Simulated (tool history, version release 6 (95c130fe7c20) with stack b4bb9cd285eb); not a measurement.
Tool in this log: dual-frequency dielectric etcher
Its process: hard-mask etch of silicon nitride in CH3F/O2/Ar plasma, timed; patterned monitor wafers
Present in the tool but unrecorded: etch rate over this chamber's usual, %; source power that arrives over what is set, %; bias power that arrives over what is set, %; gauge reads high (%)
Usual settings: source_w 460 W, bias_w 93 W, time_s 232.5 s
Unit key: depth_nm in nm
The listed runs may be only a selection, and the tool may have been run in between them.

run	day	source_w	bias_w	time_s	wafers since the last listed run	hours since the last wet clean	hours since the last source power generator calibration	hours since the last bias power generator calibration	hours since the last upper electrode change	hours since the gauge calibration	read-back reference wafer on the same gauge, depth_nm	depth_nm
1	0.000	460	93	232.5	0	299.8	4718.3	3489.0	4673.3	574.0	163.2	188.3
2	0.754	500	93	232.5	78	317.9	4736.4	3507.1	4691.4	592.1	162.9	195.8
3	1.329	500	93	232.5	60	331.7	4750.2	3520.9	4705.2	605.9	162.8	196.4
4	2.725	460	93	232.5	146	365.2	4783.7	3554.4	4738.7	639.4	162.4	189.2
5	3.412	460	93	232.5	71	381.7	4800.2	3570.9	4755.2	655.9	162.9	188.0
6	4.733	530	76	232.5	138	413.4	4831.9	3602.6	4786.9	687.6	163.1	190.2
7	5.462	460	93	232.5	76	430.9	4849.4	3620.1	4804.4	705.1	163.2	189.2
8	6.429	460	93	232.5	101	454.1	4872.6	3643.3	4827.6	728.3	162.8	188.4
9	7.304	460	93	232.5	91	475.1	4893.6	3664.3	4848.6	749.3	163.1	190.6
# day 12.104: wet clean of the chamber
10	12.125	460	99	232.5	399	0.5	5009.3	3780.0	4964.3	865.0	162.5	187.6
11	12.446	460	93	232.5	33	8.2	5017.0	3787.7	4972.0	872.7	163.0	186.9
12	13.321	460	93	232.5	91	29.2	5038.0	3808.7	4993.0	893.7	163.2	185.8
13	14.067	460	93	232.5	78	47.1	5055.9	3826.6	5010.9	911.6	162.5	187.3
14	14.717	460	78	232.5	67	62.7	5071.5	3842.2	5026.5	927.2	163.2	176.3
15	15.529	460	87	291.0	84	82.2	5091.0	3861.7	5046.0	946.7	162.6	229.7
16	16.404	460	93	232.5	91	103.2	5112.0	3882.7	5067.0	967.7	163.4	187.4
17	17.508	370	111	287.5	115	129.7	5138.5	3909.2	5093.5	994.2	163.2	217.8
# day 19.050: gauge calibrated
# day 21.454: upper electrode replaced
18	21.529	500	106	197.0	316	226.2	5235.0	4005.7	1.8	59.5	163.1	172.7
19	22.133	570	106	200.5	63	240.7	5249.5	4020.2	16.3	74.0	163.4	187.1
# day 22.446: source power generator calibrated
20	23.575	520	107	296.0	133	275.3	27.1	4054.8	50.9	108.6	162.7	266.3
21	24.504	500	106	197.0	97	297.6	49.4	4077.1	73.2	130.9	162.9	173.4
# day 27.271: bias power generator calibrated
22	28.733	460	93	271.0	424	399.1	150.9	35.1	174.7	232.4	162.9	219.9
23	29.854	460	93	232.5	117	426.0	177.8	62.0	201.6	259.3	162.9	189.4
24	30.596	400	79	188.0	77	443.8	195.6	79.8	219.4	277.1	163.1	135.3
25	32.038	460	93	177.5	150	478.4	230.2	114.4	254.0	311.7	162.7	144.3
26	33.525	460	93	262.5	155	514.1	265.9	150.1	289.7	347.4	163.1	215.8
27	35.404	460	102	279.0	196	559.2	311.0	195.2	334.8	392.5	162.9	236.7
28	37.125	430	93	193.5	180	600.5	352.3	236.5	376.1	433.8	163.2	153.2

Alternative continuations, all from the tool just after run 28; predict every row:
A	37.146	460	93	232.5	2	601.0	352.8	237.0	376.6	434.3	?	?
B	37.146	360	100	167.0	2	601.0	352.8	237.0	376.6	434.3	?	?
C	37.146	460	113	232.5	2	601.0	352.8	237.0	376.6	434.3	?	?

run	read-back reference wafer on the same gauge, depth_nm	depth_nm
A	163.2	191.8
B	163.2	123.8
C	163.2	203.3
What these runs would have given with no unlogged condition in the tool:
run	depth_nm
A	186.2
B	120.2
C	197.4
